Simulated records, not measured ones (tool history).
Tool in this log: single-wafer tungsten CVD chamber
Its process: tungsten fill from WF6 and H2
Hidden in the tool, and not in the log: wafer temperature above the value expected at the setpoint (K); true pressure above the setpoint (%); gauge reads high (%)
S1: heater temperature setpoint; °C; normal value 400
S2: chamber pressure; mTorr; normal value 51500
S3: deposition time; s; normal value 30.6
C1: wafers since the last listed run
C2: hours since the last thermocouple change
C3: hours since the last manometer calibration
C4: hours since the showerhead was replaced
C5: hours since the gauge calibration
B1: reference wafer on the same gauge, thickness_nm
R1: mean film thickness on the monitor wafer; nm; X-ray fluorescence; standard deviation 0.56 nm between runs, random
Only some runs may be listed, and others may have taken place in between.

run 1 hour=0 | S1=400 S2=51500 S3=26.3 | C1=0 C2=1031.2 C3=2632.9 C4=2069.7 C5=178.1 | B1=114.936 | R1=94.49
run 2 hour=13.6 | S1=400 S2=51500 S3=30.6 | C1=254 C2=1044.8 C3=2646.5 C4=2083.3 C5=191.7 | B1=115.393 | R1=111.226
run 3 hour=25.6 | S1=400 S2=51500 S3=30.6 | C1=224 C2=1056.8 C3=2658.5 C4=2095.3 C5=203.7 | B1=115.003 | R1=110.471
run 4 hour=43.4 | S1=400 S2=51500 S3=30.6 | C1=333 C2=1074.6 C3=2676.3 C4=2113.1 C5=221.5 | B1=115.086 | R1=110.427
run 5 hour=51.3 | S1=400 S2=51500 S3=30.6 | C1=148 C2=1082.5 C3=2684.2 C4=2121 C5=229.4 | B1=115.129 | R1=109.975
run 6 hour=65.6 | S1=400 S2=51500 S3=30.6 | C1=267 C2=1096.8 C3=2698.5 C4=2135.3 C5=243.7 | B1=114.93 | R1=109.139
run 7 hour=82.6 | S1=400 S2=51500 S3=30.6 | C1=318 C2=1113.8 C3=2715.5 C4=2152.3 C5=260.7 | B1=114.932 | R1=109.936
run 8 hour=95.9 | S1=411 S2=51500 S3=30.6 | C1=249 C2=1127.1 C3=2728.8 C4=2165.6 C5=274 | B1=115.03 | R1=137.584
run 9 hour=113.8 | S1=411 S2=51500 S3=30.6 | C1=335 C2=1145 C3=2746.7 C4=2183.5 C5=291.9 | B1=115.289 | R1=138.254
run 10 hour=121.9 | S1=410 S2=51500 S3=30.6 | C1=151 C2=1153.1 C3=2754.8 C4=2191.6 C5=300 | B1=115.064 | R1=135.089
run 11 hour=129.1 | S1=410 S2=51500 S3=30.6 | C1=134 C2=1160.3 C3=2762 C4=2198.8 C5=307.2 | B1=115.05 | R1=133.148
run 12 hour=140.6 | S1=410 S2=51500 S3=30.6 | C1=215 C2=1171.8 C3=2773.5 C4=2210.3 C5=318.7 | B1=114.852 | R1=133.397
run 13 hour=154 | S1=400 S2=58600 S3=30.6 | C1=251 C2=1185.2 C3=2786.9 C4=2223.7 C5=332.1 | B1=115.083 | R1=114.033
run 14 hour=168.5 | S1=385 S2=51500 S3=25.2 | C1=271 C2=1199.7 C3=2801.4 C4=2238.2 C5=346.6 | B1=114.718 | R1=64.125
-- hour=180.7 capacitance manometer re-zeroed and calibrated
-- hour=184 gauge calibrated
run 15 hour=217.3 | S1=414 S2=39200 S3=26.8 | C1=764 C2=1248.5 C3=36.6 C4=2287 C5=33.3 | B1=114.878 | R1=113.726
run 16 hour=229.2 | S1=393 S2=55600 S3=34.3 | C1=222 C2=1260.4 C3=48.5 C4=2298.9 C5=45.2 | B1=114.951 | R1=106.784
run 17 hour=246 | S1=400 S2=51500 S3=30.6 | C1=314 C2=1277.2 C3=65.3 C4=2315.7 C5=62 | B1=114.953 | R1=108.358
run 18 hour=259.3 | S1=400 S2=51500 S3=35.8 | C1=249 C2=1290.5 C3=78.6 C4=2329 C5=75.3 | B1=114.672 | R1=126.685
run 19 hour=266.5 | S1=414 S2=51500 S3=30.6 | C1=134 C2=1297.7 C3=85.8 C4=2336.2 C5=82.5 | B1=115.045 | R1=142.964
-- hour=278.4 showerhead replaced
run 20 hour=283.2 | S1=408 S2=63500 S3=27.2 | C1=163 C2=1314.4 C3=102.5 C4=4.8 C5=99.2 | B1=115.017 | R1=123.911
-- hour=301.3 thermocouple changed; heater temperature recalibrated
run 21 hour=301.8 | S1=391 S2=42300 S3=30.6 | C1=198 C2=0.5 C3=121.1 C4=23.4 C5=117.8 | B1=114.843 | R1=91.45
run 22 hour=302.9 | S1=400 S2=51500 S3=26.6 | C1=20 C2=1.6 C3=122.2 C4=24.5 C5=118.9 | B1=115.074 | R1=103.613
run 23 hour=315.5 | S1=400 S2=58600 S3=35.1 | C1=236 C2=14.2 C3=134.8 C4=37.1 C5=131.5 | B1=114.709 | R1=142.755
run 24 hour=331 | S1=393 S2=40200 S3=27.3 | C1=290 C2=29.7 C3=150.3 C4=52.6 C5=147 | B1=114.977 | R1=82.523
run 25 hour=339.7 | S1=410 S2=58700 S3=33.9 | C1=163 C2=38.4 C3=159 C4=61.3 C5=155.7 | B1=115.383 | R1=168.726
run 26 hour=356 | S1=411 S2=51500 S3=30.6 | C1=305 C2=54.7 C3=175.3 C4=77.6 C5=172 | B1=115.048 | R1=148.033
run 27 hour=392 | S1=400 S2=51500 S3=30.6 | C1=674 C2=90.7 C3=211.3 C4=113.6 C5=208 | B1=115.375 | R1=118.302

Alternative continuations, all from the tool just after run 27; predict every row:
run A hour=392.4 | S1=400 S2=51500 S3=32.5 | C1=7 C2=91.1 C3=211.7 C4=114 C5=208.4 | B1=? | R1=?
run B hour=392.4 | S1=387 S2=42500 S3=25.3 | C1=7 C2=91.1 C3=211.7 C4=114 C5=208.4 | B1=? | R1=?
run C hour=392.4 | S1=400 S2=55600 S3=27 | C1=7 C2=91.1 C3=211.7 C4=114 C5=208.4 | B1=? | R1=?
run D hour=392.4 | S1=391 S2=38900 S3=36.2 | C1=7 C2=91.1 C3=211.7 C4=114 C5=208.4 | B1=? | R1=?
run E hour=392.4 | S1=400 S2=43700 S3=25 | C1=7 C2=91.1 C3=211.7 C4=114 C5=208.4 | B1=? | R1=?

run=A B1=115.1 R1=126.046
run=B B1=115.1 R1=68.59
run=C B1=115.1 R1=107.753
run=D B1=115.1 R1=103.941
run=E B1=115.1 R1=90.902
The same runs, with their run-to-run variation unchanged, on a tool lacking any hidden condition would have given:
run=A R1=126.063
run=B R1=68.599
run=C R1=107.767
run=D R1=103.955
run=E R1=90.914
